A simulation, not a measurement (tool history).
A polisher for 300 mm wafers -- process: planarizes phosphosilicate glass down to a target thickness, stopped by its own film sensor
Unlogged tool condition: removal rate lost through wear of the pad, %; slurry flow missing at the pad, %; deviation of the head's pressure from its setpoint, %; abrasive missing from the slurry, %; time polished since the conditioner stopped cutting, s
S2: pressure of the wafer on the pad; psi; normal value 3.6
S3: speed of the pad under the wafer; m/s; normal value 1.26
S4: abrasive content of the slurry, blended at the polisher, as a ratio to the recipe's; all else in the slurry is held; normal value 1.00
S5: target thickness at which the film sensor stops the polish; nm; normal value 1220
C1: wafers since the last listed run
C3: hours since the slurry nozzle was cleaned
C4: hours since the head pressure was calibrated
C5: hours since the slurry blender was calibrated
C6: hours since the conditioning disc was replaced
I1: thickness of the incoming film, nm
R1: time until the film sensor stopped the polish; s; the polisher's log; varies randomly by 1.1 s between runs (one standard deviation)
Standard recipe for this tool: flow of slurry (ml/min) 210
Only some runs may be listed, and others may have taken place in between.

{"run": 1, "hour": 0.0, "flow of slurry (ml/min)": 210, "S2": 3.6, "S3": 0.98, "S4": 1.0, "S5": 1220, "C1": 0, "wafers polished on this pad": 602, "C3": 302.7, "C4": 761.0, "C5": 331.4, "C6": 522.8, "I1": 2111.8, "R1": 85.2}
{"hour": 11.0, "done": "slurry nozzle cleaned"}
{"run": 2, "hour": 17.6, "flow of slurry (ml/min)": 210, "S2": 3.6, "S3": 0.98, "S4": 1.0, "S5": 1220, "C1": 193, "wafers polished on this pad": 795, "C3": 6.6, "C4": 778.6, "C5": 349.0, "C6": 540.4, "I1": 2113.3, "R1": 85.1}
{"run": 3, "hour": 28.0, "flow of slurry (ml/min)": 210, "S2": 3.6, "S3": 0.98, "S4": 1.0, "S5": 1220, "C1": 121, "wafers polished on this pad": 917, "C3": 17.0, "C4": 789.0, "C5": 359.4, "C6": 550.8, "I1": 2103.7, "R1": 87.2}
{"hour": 34.8, "done": "slurry blender recalibrated"}
{"run": 4, "hour": 45.9, "flow of slurry (ml/min)": 210, "S2": 2.9, "S3": 1.26, "S4": 1.0, "S5": 1220, "C1": 185, "wafers polished on this pad": 1102, "C3": 34.9, "C4": 806.9, "C5": 11.1, "C6": 568.7, "I1": 2062.8, "R1": 85.8}
{"run": 5, "hour": 55.4, "flow of slurry (ml/min)": 210, "S2": 3.6, "S3": 1.26, "S4": 1.0, "S5": 1220, "C1": 110, "wafers polished on this pad": 1213, "C3": 44.4, "C4": 816.4, "C5": 20.6, "C6": 578.2, "I1": 2088.3, "R1": 74.3}
{"hour": 64.8, "done": "conditioning disc replaced and pad reconditioned"}
{"hour": 66.7, "done": "worn pad replaced by a new one"}
{"run": 6, "hour": 72.7, "flow of slurry (ml/min)": 165, "S2": 3.1, "S3": 1.62, "S4": 0.8, "S5": 1220, "C1": 156, "wafers polished on this pad": 70, "C3": 61.7, "C4": 833.7, "C5": 37.9, "C6": 7.9, "I1": 2113.2, "R1": 86.0}
{"run": 7, "hour": 80.9, "flow of slurry (ml/min)": 210, "S2": 2.5, "S3": 1.26, "S4": 1.0, "S5": 1498, "C1": 95, "wafers polished on this pad": 165, "C3": 69.9, "C4": 841.9, "C5": 46.1, "C6": 16.1, "I1": 2112.8, "R1": 73.6}
{"run": 8, "hour": 87.2, "flow of slurry (ml/min)": 210, "S2": 3.6, "S3": 1.26, "S4": 1.0, "S5": 1220, "C1": 73, "wafers polished on this pad": 239, "C3": 76.2, "C4": 848.2, "C5": 52.4, "C6": 22.4, "I1": 2072.1, "R1": 72.6}
{"run": 9, "hour": 97.0, "flow of slurry (ml/min)": 210, "S2": 3.6, "S3": 1.26, "S4": 0.75, "S5": 1220, "C1": 114, "wafers polished on this pad": 353, "C3": 86.0, "C4": 858.0, "C5": 62.2, "C6": 32.2, "I1": 2080.3, "R1": 83.8}
{"run": 10, "hour": 114.9, "flow of slurry (ml/min)": 210, "S2": 3.6, "S3": 0.94, "S4": 1.0, "S5": 1220, "C1": 208, "wafers polished on this pad": 562, "C3": 103.9, "C4": 875.9, "C5": 80.1, "C6": 50.1, "I1": 2086.1, "R1": 89.6}
{"run": 11, "hour": 121.5, "flow of slurry (ml/min)": 210, "S2": 3.6, "S3": 1.26, "S4": 1.0, "S5": 1220, "C1": 77, "wafers polished on this pad": 639, "C3": 110.5, "C4": 882.5, "C5": 86.7, "C6": 56.7, "I1": 2104.3, "R1": 75.7}
{"run": 12, "hour": 130.4, "flow of slurry (ml/min)": 210, "S2": 3.6, "S3": 1.26, "S4": 1.0, "S5": 1220, "C1": 103, "wafers polished on this pad": 743, "C3": 119.4, "C4": 891.4, "C5": 95.6, "C6": 65.6, "I1": 2112.8, "R1": 76.4}
{"hour": 135.8, "done": "head pressure recalibrated"}
{"run": 13, "hour": 137.2, "flow of slurry (ml/min)": 210, "S2": 3.6, "S3": 1.66, "S4": 1.0, "S5": 1441, "C1": 56, "wafers polished on this pad": 799, "C3": 126.2, "C4": 1.4, "C5": 102.4, "C6": 72.4, "I1": 2113.4, "R1": 42.7}
{"run": 14, "hour": 151.2, "flow of slurry (ml/min)": 210, "S2": 3.6, "S3": 1.08, "S4": 1.0, "S5": 1220, "C1": 163, "wafers polished on this pad": 962, "C3": 140.2, "C4": 15.4, "C5": 116.4, "C6": 86.4, "I1": 2063.3, "R1": 70.7}
{"run": 15, "hour": 177.8, "flow of slurry (ml/min)": 210, "S2": 3.6, "S3": 1.26, "S4": 1.0, "S5": 1220, "C1": 310, "wafers polished on this pad": 1273, "C3": 166.8, "C4": 42.0, "C5": 143.0, "C6": 113.0, "I1": 2084.2, "R1": 65.9}
{"hour": 183.4, "done": "worn pad replaced by a new one"}
{"run": 16, "hour": 189.5, "flow of slurry (ml/min)": 210, "S2": 3.6, "S3": 1.26, "S4": 1.0, "S5": 1486, "C1": 89, "wafers polished on this pad": 70, "C3": 178.5, "C4": 53.7, "C5": 154.7, "C6": 124.7, "I1": 2056.9, "R1": 43.7}
{"run": 17, "hour": 200.5, "flow of slurry (ml/min)": 280, "S2": 2.8, "S3": 1.44, "S4": 1.2, "S5": 1220, "C1": 128, "wafers polished on this pad": 199, "C3": 189.5, "C4": 64.7, "C5": 165.7, "C6": 135.7, "I1": 2077.5, "R1": 72.1}
{"run": 18, "hour": 215.9, "flow of slurry (ml/min)": 210, "S2": 2.7, "S3": 1.26, "S4": 1.0, "S5": 972, "C1": 179, "wafers polished on this pad": 378, "C3": 204.9, "C4": 80.1, "C5": 181.1, "C6": 151.1, "I1": 2093.5, "R1": 114.9}
{"run": 19, "hour": 225.9, "flow of slurry (ml/min)": 210, "S2": 3.6, "S3": 1.26, "S4": 1.0, "S5": 1503, "C1": 116, "wafers polished on this pad": 495, "C3": 214.9, "C4": 90.1, "C5": 191.1, "C6": 161.1, "I1": 2092.0, "R1": 44.5}
{"run": 20, "hour": 242.2, "flow of slurry (ml/min)": 210, "S2": 3.6, "S3": 0.88, "S4": 1.0, "S5": 1382, "C1": 190, "wafers polished on this pad": 685, "C3": 231.2, "C4": 106.4, "C5": 207.4, "C6": 177.4, "I1": 2103.6, "R1": 67.7}
{"run": 21, "hour": 256.4, "flow of slurry (ml/min)": 140, "S2": 3.6, "S3": 1.0, "S4": 1.0, "S5": 1342, "C1": 165, "wafers polished on this pad": 851, "C3": 245.4, "C4": 120.6, "C5": 221.6, "C6": 191.6, "I1": 2072.3, "R1": 65.9}
{"run": 22, "hour": 269.4, "flow of slurry (ml/min)": 280, "S2": 4.1, "S3": 1.64, "S4": 1.0, "S5": 1220, "C1": 151, "wafers polished on this pad": 1003, "C3": 258.4, "C4": 133.6, "C5": 234.6, "C6": 204.6, "I1": 2094.1, "R1": 51.2}
{"run": 23, "hour": 275.8, "flow of slurry (ml/min)": 210, "S2": 3.6, "S3": 1.26, "S4": 1.0, "S5": 1220, "C1": 74, "wafers polished on this pad": 1077, "C3": 264.8, "C4": 140.0, "C5": 241.0, "C6": 211.0, "I1": 2087.0, "R1": 67.7}
{"run": 24, "hour": 289.3, "flow of slurry (ml/min)": 210, "S2": 2.9, "S3": 1.26, "S4": 1.25, "S5": 1220, "C1": 157, "wafers polished on this pad": 1235, "C3": 278.3, "C4": 153.5, "C5": 254.5, "C6": 224.5, "I1": 2104.6, "R1": 77.3}
{"hour": 324.4, "done": "worn pad replaced by a new one"}
{"hour": 333.7, "done": "slurry nozzle cleaned"}
{"run": 25, "hour": 340.8, "flow of slurry (ml/min)": 210, "S2": 2.5, "S3": 1.38, "S4": 1.0, "S5": 1220, "C1": 542, "wafers polished on this pad": 179, "C3": 7.1, "C4": 205.0, "C5": 306.0, "C6": 276.0, "I1": 2110.4, "R1": 94.4}
{"run": 26, "hour": 355.3, "flow of slurry (ml/min)": 210, "S2": 3.6, "S3": 1.26, "S4": 1.0, "S5": 1220, "C1": 169, "wafers polished on this pad": 349, "C3": 21.6, "C4": 219.5, "C5": 320.5, "C6": 290.5, "I1": 2070.0, "R1": 67.7}

What was the tool's hidden state at every run in the log?
removal rate lost through wear of the pad, %: 0, the same for each run
slurry flow missing at the pad, %: 0, the same for each run
abrasive missing from the slurry, %: 0, the same for each run
time polished since the conditioner stopped cutting, s: 0, the same for each run
H1: deviation of the head's pressure from its setpoint, %
run=1 H1=-8.38
run=2 H1=-8.75
run=3 H1=-8.98
run=4 H1=-9.38
run=5 H1=-9.59
run=6 H1=-9.99
run=7 H1=-10.2
run=8 H1=-10.3
run=9 H1=-10.6
run=10 H1=-11
run=11 H1=-11.2
run=12 H1=-11.4
run=13 H1=-0.694
run=14 H1=-0.698
run=15 H1=-0.719
run=16 H1=-0.734
run=17 H1=-0.753
run=18 H1=-0.784
run=19 H1=-0.807
run=20 H1=-0.852
run=21 H1=-0.897
run=22 H1=-0.943
run=23 H1=-0.967
run=24 H1=-1.02
run=25 H1=-1.28
run=26 H1=-1.37
